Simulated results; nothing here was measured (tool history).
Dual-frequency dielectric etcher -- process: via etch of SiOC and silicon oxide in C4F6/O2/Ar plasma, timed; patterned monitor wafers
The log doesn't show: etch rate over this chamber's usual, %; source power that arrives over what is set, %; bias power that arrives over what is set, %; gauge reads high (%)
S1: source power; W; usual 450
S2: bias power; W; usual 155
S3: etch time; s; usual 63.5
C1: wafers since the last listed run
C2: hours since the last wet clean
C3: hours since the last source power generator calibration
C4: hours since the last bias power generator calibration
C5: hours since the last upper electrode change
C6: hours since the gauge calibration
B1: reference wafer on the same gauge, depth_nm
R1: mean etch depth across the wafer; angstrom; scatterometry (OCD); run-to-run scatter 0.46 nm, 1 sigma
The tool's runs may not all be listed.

| run | hour | S1 | S2 | S3 | C1 | C2 | C3 | C4 | C5 | C6 | B1 | R1 |
|---|---|---|---|---|---|---|---|---|---|---|---|---|
| 1 | 0.0 | 450 | 155 | 50.0 | 0 | 219.1 | 4027.5 | 2779.1 | 4928.0 | 263.7 | 65.5 | 529 |
| 2 | 16.1 | 450 | 155 | 50.0 | 271 | 235.2 | 4043.6 | 2795.2 | 4944.1 | 279.8 | 65.6 | 523 |
| 3 | 37.1 | 450 | 155 | 50.0 | 353 | 256.2 | 4064.6 | 2816.2 | 4965.1 | 300.8 | 65.6 | 517 |
| 4 | 69.6 | 500 | 155 | 78.5 | 547 | 288.7 | 4097.1 | 2848.7 | 4997.6 | 333.3 | 65.5 | 858 |
| 5 | 102.9 | 500 | 155 | 78.5 | 561 | 322.0 | 4130.4 | 2882.0 | 5030.9 | 366.6 | 65.4 | 852 |
| 6 | 115.6 | 450 | 155 | 63.5 | 213 | 334.7 | 4143.1 | 2894.7 | 5043.6 | 379.3 | 65.3 | 655 |
| 7 | 151.0 | 450 | 155 | 63.5 | 596 | 370.1 | 4178.5 | 2930.1 | 5079.0 | 414.7 | 65.3 | 653 |
| 8 | 172.0 | 450 | 155 | 63.5 | 353 | 391.1 | 4199.5 | 2951.1 | 5100.0 | 435.7 | 65.2 | 654 |
|  | 183.4 | source power generator calibrated |
|  | 212.6 | wet clean of the chamber |
| 9 | 213.1 | 450 | 155 | 63.5 | 220 | 0.5 | 29.7 | 2992.2 | 5141.1 | 476.8 | 65.1 | 660 |
| 10 | 228.9 | 450 | 155 | 63.5 | 266 | 16.3 | 45.5 | 3008.0 | 5156.9 | 492.6 | 65.0 | 659 |
| 11 | 241.8 | 410 | 136 | 63.5 | 217 | 29.2 | 58.4 | 3020.9 | 5169.8 | 505.5 | 64.9 | 615 |
| 12 | 265.5 | 410 | 136 | 63.5 | 399 | 52.9 | 82.1 | 3044.6 | 5193.5 | 529.2 | 65.0 | 610 |
| 13 | 289.8 | 450 | 155 | 63.5 | 409 | 77.2 | 106.4 | 3068.9 | 5217.8 | 553.5 | 64.9 | 657 |
| 14 | 302.0 | 450 | 155 | 63.5 | 205 | 89.4 | 118.6 | 3081.1 | 5230.0 | 565.7 | 64.9 | 659 |
| 15 | 323.3 | 380 | 169 | 56.0 | 358 | 110.7 | 139.9 | 3102.4 | 5251.3 | 587.0 | 64.8 | 552 |
| 16 | 356.1 | 380 | 131 | 53.5 | 552 | 143.5 | 172.7 | 3135.2 | 5284.1 | 619.8 | 64.7 | 493 |
|  | 360.8 | gauge calibrated |
|  | 363.5 | bias power generator calibrated |
| 17 | 376.2 | 450 | 155 | 63.5 | 271 | 163.6 | 192.8 | 12.7 | 5304.2 | 15.4 | 66.6 | 669 |
| 18 | 392.3 | 450 | 155 | 63.5 | 271 | 179.7 | 208.9 | 28.8 | 5320.3 | 31.5 | 66.6 | 669 |
| 19 | 418.8 | 420 | 129 | 63.5 | 446 | 206.2 | 235.4 | 55.3 | 5346.8 | 58.0 | 66.5 | 615 |
|  | 456.9 | upper electrode replaced |
| 20 | 457.4 | 380 | 155 | 63.5 | 245 | 244.8 | 274.0 | 93.9 | 0.5 | 96.6 | 66.4 | 634 |
| 21 | 459.3 | 530 | 138 | 52.5 | 32 | 246.7 | 275.9 | 95.8 | 2.4 | 98.5 | 66.4 | 575 |
| 22 | 475.8 | 450 | 132 | 63.5 | 277 | 263.2 | 292.4 | 112.3 | 18.9 | 115.0 | 66.3 | 648 |
| 23 | 490.9 | 450 | 155 | 63.5 | 254 | 278.3 | 307.5 | 127.4 | 34.0 | 130.1 | 66.3 | 665 |
| 24 | 505.8 | 500 | 116 | 73.5 | 251 | 293.2 | 322.4 | 142.3 | 48.9 | 145.0 | 66.3 | 745 |
| 25 | 525.3 | 450 | 155 | 63.5 | 328 | 312.7 | 341.9 | 161.8 | 68.4 | 164.5 | 66.2 | 675 |
| 26 | 552.9 | 450 | 155 | 81.5 | 464 | 340.3 | 369.5 | 189.4 | 96.0 | 192.1 | 66.2 | 848 |
| 27 | 571.5 | 450 | 155 | 50.0 | 313 | 358.9 | 388.1 | 208.0 | 114.6 | 210.7 | 66.2 | 524 |

Give the tool's hidden conditions for every run:
etch rate over this chamber's usual, %: 0 at every run
source power that arrives over what is set, %: 0 at every run
bias power that arrives over what is set, %: 0 at every run
H1: gauge reads high (%)
| run | H1 |
|---|---|
| 1 | -1.55 |
| 2 | -1.62 |
| 3 | -1.7 |
| 4 | -1.83 |
| 5 | -1.97 |
| 6 | -2.02 |
| 7 | -2.16 |
| 8 | -2.24 |
| 9 | -2.41 |
| 10 | -2.47 |
| 11 | -2.52 |
| 12 | -2.62 |
| 13 | -2.71 |
| 14 | -2.76 |
| 15 | -2.85 |
| 16 | -2.98 |
| 17 | -0.081 |
| 18 | -0.145 |
| 19 | -0.251 |
| 20 | -0.406 |
| 21 | -0.413 |
| 22 | -0.479 |
| 23 | -0.54 |
| 24 | -0.599 |
| 25 | -0.677 |
| 26 | -0.788 |
| 27 | -0.862 |
